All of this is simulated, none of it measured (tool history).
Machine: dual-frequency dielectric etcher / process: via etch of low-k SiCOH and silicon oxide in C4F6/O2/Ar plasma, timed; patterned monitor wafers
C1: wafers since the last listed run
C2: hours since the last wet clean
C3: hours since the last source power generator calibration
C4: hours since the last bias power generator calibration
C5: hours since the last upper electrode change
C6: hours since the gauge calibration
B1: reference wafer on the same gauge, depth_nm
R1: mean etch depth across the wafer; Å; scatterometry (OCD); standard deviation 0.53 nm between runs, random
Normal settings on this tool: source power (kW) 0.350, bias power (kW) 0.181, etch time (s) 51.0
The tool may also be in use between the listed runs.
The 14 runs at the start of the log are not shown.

Run 15, hour 925.5: usual settings but source power (kW) 0.430; C1 1017; C2 375.6; C3 4215.0; C4 1005.9; C5 584.5; C6 1581.2; B1 141.9. Result: R1 1453 Å.
Run 16, hour 962.4: usual settings but etch time (s) 46.0; C1 563; C2 412.5; C3 4251.9; C4 1042.8; C5 621.4; C6 1618.1; B1 142.0. Result: R1 1228 Å.
Run 17, hour 1031.0: usual settings but bias power (kW) 0.215, etch time (s) 41.5; C1 1047; C2 481.1; C3 4320.5; C4 1111.4; C5 690.0; C6 1686.7; B1 141.9. Result: R1 1159 Å.
Run 18, hour 1115.6: usual settings; C1 1291; C2 565.7; C3 4405.1; C4 1196.0; C5 774.6; C6 1771.3; B1 142.1. Result: R1 1354 Å.
Run 19, hour 1186.4: usual settings but source power (kW) 0.380, etch time (s) 44.0; C1 1081; C2 636.5; C3 4475.9; C4 1266.8; C5 845.4; C6 1842.1; B1 142.0. Result: R1 1203 Å.
At hour 1245.2: gauge calibrated.
At hour 1255.3: wet clean of the chamber.
Run 20, hour 1323.0: usual settings; C1 1719; C2 67.7; C3 4612.5; C4 1403.4; C5 982.0; C6 77.8; B1 142.2. Result: R1 1356 Å.
Run 21, hour 1388.7: usual settings but source power (kW) 0.370, bias power (kW) 0.218; C1 1003; C2 133.4; C3 4678.2; C4 1469.1; C5 1047.7; C6 143.5; B1 142.2. Result: R1 1466 Å.
At hour 1424.9: source power generator calibrated.
Run 22, hour 1474.4: usual settings but bias power (kW) 0.222, etch time (s) 41.5; C1 1247; C2 219.1; C3 49.5; C4 1554.8; C5 1133.4; C6 229.2; B1 142.1. Result: R1 1148 Å.
Run 23, hour 1523.5: usual settings but source power (kW) 0.320, bias power (kW) 0.225; C1 749; C2 268.2; C3 98.6; C4 1603.9; C5 1182.5; C6 278.3; B1 142.0. Result: R1 1373 Å.
Run 24, hour 1621.6: usual settings but bias power (kW) 0.142; C1 1498; C2 366.3; C3 196.7; C4 1702.0; C5 1280.6; C6 376.4; B1 142.0. Result: R1 1243 Å.
Run 25, hour 1702.6: usual settings; C1 1236; C2 447.3; C3 277.7; C4 1783.0; C5 1361.6; C6 457.4; B1 142.0. Result: R1 1338 Å.
Run 26, hour 1791.0: usual settings; C1 1349; C2 535.7; C3 366.1; C4 1871.4; C5 1450.0; C6 545.8; B1 142.1. Result: R1 1326 Å.
Run 27, hour 1827.5: usual settings but source power (kW) 0.420, bias power (kW) 0.150, etch time (s) 57.0; C1 557; C2 572.2; C3 402.6; C4 1907.9; C5 1486.5; C6 582.3; B1 141.9. Result: R1 1512 Å.
Run 28, hour 1911.6: usual settings; C1 1284; C2 656.3; C3 486.7; C4 1992.0; C5 1570.6; C6 666.4; B1 142.0. Result: R1 1327 Å.
At hour 1946.2: wet clean of the chamber.
Run 29, hour 2011.2: usual settings but source power (kW) 0.370, etch time (s) 56.0; C1 1154; C2 65.0; C3 586.3; C4 2091.6; C5 1670.2; C6 766.0; B1 141.8. Result: R1 1482 Å.
Run 30, hour 2103.3: usual settings; C1 1406; C2 157.1; C3 678.4; C4 2183.7; C5 1762.3; C6 858.1; B1 141.9. Result: R1 1338 Å.

3 ways to go on from here, each from the tool as it stands after run 30. What would each give?
Run A, hour 2103.7: usual settings; C1 6; C2 157.5; C3 678.8; C4 2184.1; C5 1762.7; C6 858.5; B1 ?. Result: R1 ?.
Run B, hour 2103.7: usual settings but bias power (kW) 0.146; C1 6; C2 157.5; C3 678.8; C4 2184.1; C5 1762.7; C6 858.5; B1 ?. Result: R1 ?.
Run C, hour 2103.7: usual settings but source power (kW) 0.390, bias power (kW) 0.136, etch time (s) 62.5; C1 6; C2 157.5; C3 678.8; C4 2184.1; C5 1762.7; C6 858.5; B1 ?. Result: R1 ?.

run     B1    R1
  A  142.1  1334
  B  142.1  1256
  C  142.1  1568
With no hidden state in the tool, these same runs would have given:
run    R1
  A  1338
  B  1260
  C  1573
